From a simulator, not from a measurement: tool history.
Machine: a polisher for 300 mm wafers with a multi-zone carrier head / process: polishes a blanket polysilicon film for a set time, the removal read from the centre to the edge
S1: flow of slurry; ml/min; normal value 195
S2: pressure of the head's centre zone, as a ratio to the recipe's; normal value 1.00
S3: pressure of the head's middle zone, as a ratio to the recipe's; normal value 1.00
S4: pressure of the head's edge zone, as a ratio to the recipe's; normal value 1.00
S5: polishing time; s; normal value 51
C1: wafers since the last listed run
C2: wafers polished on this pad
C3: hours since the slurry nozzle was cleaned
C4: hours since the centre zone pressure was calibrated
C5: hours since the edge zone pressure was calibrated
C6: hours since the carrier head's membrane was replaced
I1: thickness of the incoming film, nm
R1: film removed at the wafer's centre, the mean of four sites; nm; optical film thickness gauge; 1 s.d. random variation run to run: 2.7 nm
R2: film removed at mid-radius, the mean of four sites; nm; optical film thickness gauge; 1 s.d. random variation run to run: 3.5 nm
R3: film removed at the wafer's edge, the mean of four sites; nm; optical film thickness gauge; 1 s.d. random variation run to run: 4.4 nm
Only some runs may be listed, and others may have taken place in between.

run 1 hour=0.0 | S1=195 S2=1.00 S3=1.00 S4=1.03 S5=51 | C1=0 C2=4924 C3=802.6 C4=1029.4 C5=757.9 C6=1282.6 | I1=985.3 | R1=278.1 R2=271.7 R3=284.3
-- hour=25.2 worn pad replaced by a new one, of another model than before
-- hour=87.0 centre zone pressure recalibrated
-- hour=95.7 slurry nozzle cleaned
run 2 hour=105.5 | S1=195 S2=1.00 S3=1.00 S4=1.00 S5=51 | C1=1048 C2=822 C3=9.8 C4=18.5 C5=863.4 C6=1388.1 | I1=996.3 | R1=308.3 R2=302.5 R3=304.8
-- hour=123.6 carrier head's membrane replaced by a new one
-- hour=168.2 edge zone pressure recalibrated
run 3 hour=185.3 | S1=195 S2=1.00 S3=1.00 S4=1.00 S5=51 | C1=774 C2=1597 C3=89.6 C4=98.3 C5=17.1 C6=61.7 | I1=1007.4 | R1=307.6 R2=296.6 R3=292.1
run 4 hour=264.7 | S1=195 S2=1.00 S3=1.00 S4=1.00 S5=51 | C1=845 C2=2442 C3=169.0 C4=177.7 C5=96.5 C6=141.1 | I1=980.5 | R1=301.0 R2=296.9 R3=298.0
run 5 hour=317.8 | S1=195 S2=1.00 S3=1.00 S4=1.00 S5=51 | C1=565 C2=3008 C3=222.1 C4=230.8 C5=149.6 C6=194.2 | I1=986.5 | R1=296.8 R2=291.1 R3=291.9
run 6 hour=369.3 | S1=195 S2=1.00 S3=1.00 S4=1.00 S5=51 | C1=548 C2=3556 C3=273.6 C4=282.3 C5=201.1 C6=245.7 | I1=994.1 | R1=292.1 R2=285.4 R3=279.4
run 7 hour=406.6 | S1=195 S2=1.00 S3=1.00 S4=1.03 S5=51 | C1=397 C2=3953 C3=310.9 C4=319.6 C5=238.4 C6=283.0 | I1=981.9 | R1=291.7 R2=286.7 R3=289.4
-- hour=436.5 worn pad replaced by a new one
run 8 hour=459.6 | S1=155 S2=1.04 S3=0.91 S4=1.00 S5=38 | C1=521 C2=245 C3=363.9 C4=372.6 C5=291.4 C6=336.0 | I1=982.9 | R1=219.5 R2=194.9 R3=215.5
run 9 hour=565.5 | S1=195 S2=1.00 S3=1.00 S4=1.00 S5=51 | C1=1127 C2=1372 C3=469.8 C4=478.5 C5=397.3 C6=441.9 | I1=999.7 | R1=311.9 R2=291.5 R3=300.6
run 10 hour=665.5 | S1=230 S2=0.92 S3=1.00 S4=1.00 S5=37 | C1=1064 C2=2437 C3=569.8 C4=578.5 C5=497.3 C6=541.9 | I1=1002.6 | R1=209.2 R2=224.9 R3=216.3
run 11 hour=761.3 | S1=195 S2=1.00 S3=1.00 S4=1.00 S5=51 | C1=1019 C2=3456 C3=665.6 C4=674.3 C5=593.1 C6=637.7 | I1=991.8 | R1=296.0 R2=289.7 R3=289.0
run 12 hour=841.2 | S1=195 S2=1.00 S3=0.91 S4=1.00 S5=34 | C1=850 C2=4307 C3=745.5 C4=754.2 C5=673.0 C6=717.6 | I1=1003.2 | R1=193.0 R2=173.9 R3=186.9
-- hour=859.0 worn pad replaced by a new one
-- hour=877.7 slurry nozzle cleaned
run 13 hour=895.5 | S1=195 S2=1.10 S3=1.00 S4=1.00 S5=51 | C1=524 C2=378 C3=17.8 C4=808.5 C5=727.3 C6=771.9 | I1=1011.3 | R1=340.3 R2=298.0 R3=305.0
run 14 hour=934.1 | S1=195 S2=1.00 S3=1.06 S4=1.00 S5=51 | C1=410 C2=788 C3=56.4 C4=847.1 C5=765.9 C6=810.5 | I1=994.1 | R1=312.6 R2=316.3 R3=301.2
run 15 hour=1011.8 | S1=145 S2=1.00 S3=0.89 S4=1.00 S5=46 | C1=827 C2=1616 C3=134.1 C4=924.8 C5=843.6 C6=888.2 | I1=1005.0 | R1=246.9 R2=223.0 R3=249.5
-- hour=1118.0 centre zone pressure recalibrated
run 16 hour=1210.2 | S1=235 S2=0.90 S3=1.08 S4=0.89 S5=51 | C1=2090 C2=3706 C3=332.5 C4=92.2 C5=1042.0 C6=1086.6 | I1=980.1 | R1=274.6 R2=320.1 R3=277.4
-- hour=1230.0 worn pad replaced by a new one
run 17 hour=1287.2 | S1=225 S2=1.11 S3=0.95 S4=1.10 S5=51 | C1=776 C2=608 C3=409.5 C4=169.2 C5=1119.0 C6=1163.6 | I1=992.6 | R1=354.6 R2=287.9 R3=311.2
run 18 hour=1346.4 | S1=195 S2=1.00 S3=1.00 S4=1.00 S5=51 | C1=630 C2=1238 C3=468.7 C4=228.4 C5=1178.2 C6=1222.8 | I1=990.4 | R1=309.5 R2=290.7 R3=301.9
-- hour=1380.5 edge zone pressure recalibrated
run 19 hour=1406.6 | S1=195 S2=1.00 S3=1.00 S4=1.00 S5=51 | C1=619 C2=1858 C3=528.9 C4=288.6 C5=26.1 C6=1283.0 | I1=993.8 | R1=304.6 R2=301.9 R3=299.6

Estimate the outcome of run 20 from the log above:
run 20 hour=1456.8 | S1=170 S2=1.00 S3=1.00 S4=0.90 S5=51 | C1=534 C2=2392 C3=579.1 C4=338.8 C5=76.3 C6=1333.2 | I1=994.9 | R1=? R2=? R3=?

Run 20 gave R1 294.9 nm, R2 286.2 nm, R3 273.8 nm.
If the tool had no hidden condition, the same run with the same run-to-run variation would have returned R1 302.0 nm, R2 293.1 nm, R3 280.4 nm.
